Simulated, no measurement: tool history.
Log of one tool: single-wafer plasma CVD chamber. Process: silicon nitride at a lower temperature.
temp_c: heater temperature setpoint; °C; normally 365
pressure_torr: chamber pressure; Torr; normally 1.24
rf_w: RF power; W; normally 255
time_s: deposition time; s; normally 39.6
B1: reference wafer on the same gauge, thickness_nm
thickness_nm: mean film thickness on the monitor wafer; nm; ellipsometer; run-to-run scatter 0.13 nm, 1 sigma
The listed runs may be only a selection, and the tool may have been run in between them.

{"run": 1, "hour": 0.0, "temp_c": 365, "pressure_torr": 1.24, "rf_w": 255, "time_s": 36.6, "B1": 37.712, "thickness_nm": 33.829}
{"run": 2, "hour": 42.7, "temp_c": 365, "pressure_torr": 1.24, "rf_w": 290, "time_s": 34.3, "B1": 37.701, "thickness_nm": 35.023}
{"run": 3, "hour": 134.5, "temp_c": 365, "pressure_torr": 1.24, "rf_w": 290, "time_s": 34.3, "B1": 37.721, "thickness_nm": 35.003}
{"run": 4, "hour": 199.6, "temp_c": 365, "pressure_torr": 1.24, "rf_w": 255, "time_s": 41.7, "B1": 37.715, "thickness_nm": 38.445}
{"run": 5, "hour": 260.2, "temp_c": 365, "pressure_torr": 1.24, "rf_w": 255, "time_s": 44.1, "B1": 37.732, "thickness_nm": 40.528}
{"run": 6, "hour": 536.5, "temp_c": 378, "pressure_torr": 1.12, "rf_w": 300, "time_s": 33.2, "B1": 37.699, "thickness_nm": 33.749}
{"run": 7, "hour": 617.2, "temp_c": 365, "pressure_torr": 1.24, "rf_w": 220, "time_s": 39.6, "B1": 37.71, "thickness_nm": 32.083}
{"run": 8, "hour": 717.5, "temp_c": 357, "pressure_torr": 1.24, "rf_w": 255, "time_s": 34.8, "B1": 37.659, "thickness_nm": 32.071}
{"hour": 772.5, "done": "thermocouple changed; heater temperature recalibrated"}
{"run": 9, "hour": 781.8, "temp_c": 354, "pressure_torr": 1.24, "rf_w": 255, "time_s": 39.6, "B1": 37.709, "thickness_nm": 36.443}
{"run": 10, "hour": 840.3, "temp_c": 365, "pressure_torr": 1.24, "rf_w": 255, "time_s": 39.6, "B1": 37.702, "thickness_nm": 36.51}
{"run": 11, "hour": 920.0, "temp_c": 352, "pressure_torr": 1.35, "rf_w": 280, "time_s": 46.2, "B1": 37.668, "thickness_nm": 46.666}
{"run": 12, "hour": 959.6, "temp_c": 365, "pressure_torr": 1.24, "rf_w": 255, "time_s": 39.6, "B1": 37.715, "thickness_nm": 36.115}
{"run": 13, "hour": 1016.5, "temp_c": 365, "pressure_torr": 1.24, "rf_w": 215, "time_s": 39.6, "B1": 37.721, "thickness_nm": 31.296}
{"run": 14, "hour": 1101.5, "temp_c": 374, "pressure_torr": 1.24, "rf_w": 255, "time_s": 37, "B1": 37.693, "thickness_nm": 33.826}
{"hour": 1138.5, "done": "gauge calibrated"}
{"hour": 1158.8, "done": "showerhead replaced"}
{"run": 15, "hour": 1178.7, "temp_c": 379, "pressure_torr": 1.24, "rf_w": 255, "time_s": 39.6, "B1": 37.696, "thickness_nm": 36.142}
{"run": 16, "hour": 1219.9, "temp_c": 365, "pressure_torr": 1.24, "rf_w": 255, "time_s": 39.6, "B1": 37.695, "thickness_nm": 36.254}
{"hour": 1281.1, "done": "capacitance manometer re-zeroed and calibrated"}
{"run": 17, "hour": 1282.3, "temp_c": 365, "pressure_torr": 1.24, "rf_w": 255, "time_s": 39.6, "B1": 37.69, "thickness_nm": 36.491}
{"run": 18, "hour": 1339.3, "temp_c": 373, "pressure_torr": 1.41, "rf_w": 255, "time_s": 36.1, "B1": 37.713, "thickness_nm": 34.195}
{"run": 19, "hour": 1415.5, "temp_c": 365, "pressure_torr": 1.24, "rf_w": 215, "time_s": 45.8, "B1": 37.683, "thickness_nm": 36.684}
{"run": 20, "hour": 1512.6, "temp_c": 365, "pressure_torr": 1.24, "rf_w": 255, "time_s": 39.6, "B1": 37.688, "thickness_nm": 36.79}
{"run": 21, "hour": 1572.1, "temp_c": 372, "pressure_torr": 0.95, "rf_w": 300, "time_s": 36.8, "B1": 37.72, "thickness_nm": 36.998}
{"run": 22, "hour": 1631.0, "temp_c": 365, "pressure_torr": 1.24, "rf_w": 210, "time_s": 36.8, "B1": 37.669, "thickness_nm": 28.918}
{"run": 23, "hour": 1712.0, "temp_c": 365, "pressure_torr": 1.24, "rf_w": 225, "time_s": 39.6, "B1": 37.71, "thickness_nm": 33.022}
{"run": 24, "hour": 1919.3, "temp_c": 378, "pressure_torr": 1.14, "rf_w": 235, "time_s": 36.2, "B1": 37.691, "thickness_nm": 30.571}
{"run": 25, "hour": 2003.7, "temp_c": 356, "pressure_torr": 1.5, "rf_w": 255, "time_s": 32.9, "B1": 37.709, "thickness_nm": 31.547}
{"run": 26, "hour": 2075.6, "temp_c": 365, "pressure_torr": 1.36, "rf_w": 255, "time_s": 39.6, "B1": 37.672, "thickness_nm": 37.302}
{"hour": 2099.8, "done": "RF generator calibrated"}
{"run": 27, "hour": 2161.3, "temp_c": 356, "pressure_torr": 1.24, "rf_w": 255, "time_s": 42.5, "B1": 37.681, "thickness_nm": 39.386}
{"run": 28, "hour": 2268.3, "temp_c": 365, "pressure_torr": 1.24, "rf_w": 255, "time_s": 39.6, "B1": 37.74, "thickness_nm": 36.572}

Selected run-to-run steps in thickness_nm, each split into two signed amounts: the part the tool would show with no hidden state at all (from settings, incoming material and random variation), and the remainder, which goes to the hidden state together with any gauge scatter not common to the measured and the hidden-state-free results:
Hidden state present: wafer temperature above the value expected at the setpoint (K); delivered RF power above the setpoint (%); true pressure above the setpoint (%); gauge reads high (%).
Run 10 -> 11: temp_c 365 -> 352, pressure_torr 1.24 -> 1.35, rf_w 255 -> 280, time_s 39.6 -> 46.2. thickness_nm +10.156 nm: hidden state -0.13, all else +10.286.
Run 11 -> 12: temp_c 352 -> 365, pressure_torr 1.35 -> 1.24, rf_w 280 -> 255, time_s 46.2 -> 39.6. thickness_nm -10.551 nm: hidden state +0.094, all else -10.645.
Run 16 -> 17: capacitance manometer re-zeroed and calibrated. thickness_nm +0.237 nm: hidden state +0.418, all else -0.181.

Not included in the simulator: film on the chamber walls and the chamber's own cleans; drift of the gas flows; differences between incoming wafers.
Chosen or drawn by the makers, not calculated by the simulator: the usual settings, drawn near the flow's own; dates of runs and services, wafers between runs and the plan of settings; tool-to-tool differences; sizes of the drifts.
